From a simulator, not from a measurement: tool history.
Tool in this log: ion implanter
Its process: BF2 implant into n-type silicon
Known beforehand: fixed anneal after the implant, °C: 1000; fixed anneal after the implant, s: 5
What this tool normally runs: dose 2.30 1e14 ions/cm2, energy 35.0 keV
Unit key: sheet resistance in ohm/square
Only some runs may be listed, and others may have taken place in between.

run     day  dose  energy  wafers since the last listed run  hours since the last dose calibration  hours since the extraction supply was calibrated  hours since the gauge calibration  read-back reference wafer on the same gauge, sheet resistance  sheet resistance
  1   0.000  2.30    27.0                                 0                                 2019.8                                            4965.0                              251.2                                                         420.43            448.00
  2   3.617  2.30    29.0                              2386                                 2106.6                                            5051.8                              338.0                                                         420.93            448.82
  3   4.696  2.30    29.0                               712                                 2132.5                                            5077.7                              363.9                                                         421.37            447.37
  4   6.167  2.30    35.0                               970                                 2167.8                                            5113.0                              399.2                                                         420.66            444.25
  5   7.225  2.30    35.0                               698                                 2193.2                                            5138.4                              424.6                                                         421.21            440.74
  6   8.142  2.30    35.0                               604                                 2215.2                                            5160.4                              446.6                                                         421.31            441.02
  7   8.646  2.30    35.0                               332                                 2227.3                                            5172.5                              458.7                                                         420.93            443.06
  8   9.883  2.30    35.0                               816                                 2257.0                                            5202.2                              488.4                                                         420.50            440.55
  9  10.917  2.30    40.5                               681                                 2281.8                                            5227.0                              513.2                                                         421.00            437.24
 10  12.138  2.30    40.5                               805                                 2311.1                                            5256.3                              542.5                                                         421.08            435.01
 11  12.862  2.30    35.0                               478                                 2328.5                                            5273.7                              559.9                                                         420.75            441.33
 12  13.733  2.30    35.0                               574                                 2349.4                                            5294.6                              580.8                                                         421.34            442.86
 13  14.721  2.30    35.0                               651                                 2373.1                                            5318.3                              604.5                                                         421.17            441.03
     15.142  -- Faraday cup replaced and dose calibrated
 14  16.062  2.30    29.5                               665                                   22.1                                            5350.5                              636.7                                                         420.47            461.40
 15  16.671  2.30    40.0                               401                                   36.7                                            5365.1                              651.3                                                         421.97            454.34
 16  17.762  2.30    28.0                               720                                   62.9                                            5391.3                              677.5                                                         421.23            465.46
 17  18.533  2.30    28.0                               508                                   81.4                                            5409.8                              696.0                                                         421.38            461.56
 18  19.492  2.30    35.0                               632                                  104.4                                            5432.8                              719.0                                                         421.02            459.93
 19  20.404  2.72    38.5                               602                                  126.3                                            5454.7                              740.9                                                         421.44            401.43
 20  21.833  2.30    42.0                               943                                  160.6                                            5489.0                              775.2                                                         420.96            451.80
 21  22.704  1.62    44.5                               574                                  181.5                                            5509.9                              796.1                                                         421.38            591.88
 22  23.900  1.93    45.0                               789                                  210.2                                            5538.6                              824.8                                                         421.00            521.09
 23  24.929  1.83    42.0                               679                                  234.9                                            5563.3                              849.5                                                         421.28            541.77
 24  26.279  2.30    35.0                               890                                  267.3                                            5595.7                              881.9                                                         420.88            459.30
     27.304  -- extraction supply calibrated
 25  27.325  1.85    35.0                               470                                  292.4                                               0.5                              907.0                                                         420.49            549.22
     28.175  -- gauge calibrated
 26  28.629  2.60    35.0                               860                                  323.7                                              31.8                               10.9                                                         421.37            416.93
 27  29.779  1.77    38.0                               758                                  351.3                                              59.4                               38.5                                                         420.82            559.50
 28  33.888  2.30    35.0                              2711                                  449.9                                             158.0                              137.1                                                         421.22            459.83

The next listed run, before its measurement:
 29  35.354  2.50    43.0                               967                                  485.1                                             193.2                              172.3                                                              ?                 ?

{"run 29": {"read-back reference wafer on the same gauge, sheet resistance": 421.59, "sheet resistance": 424.69}}
Were there no unlogged condition in the tool, this run, its random variation unchanged, would have produced sheet resistance 426.70 ohm/square.
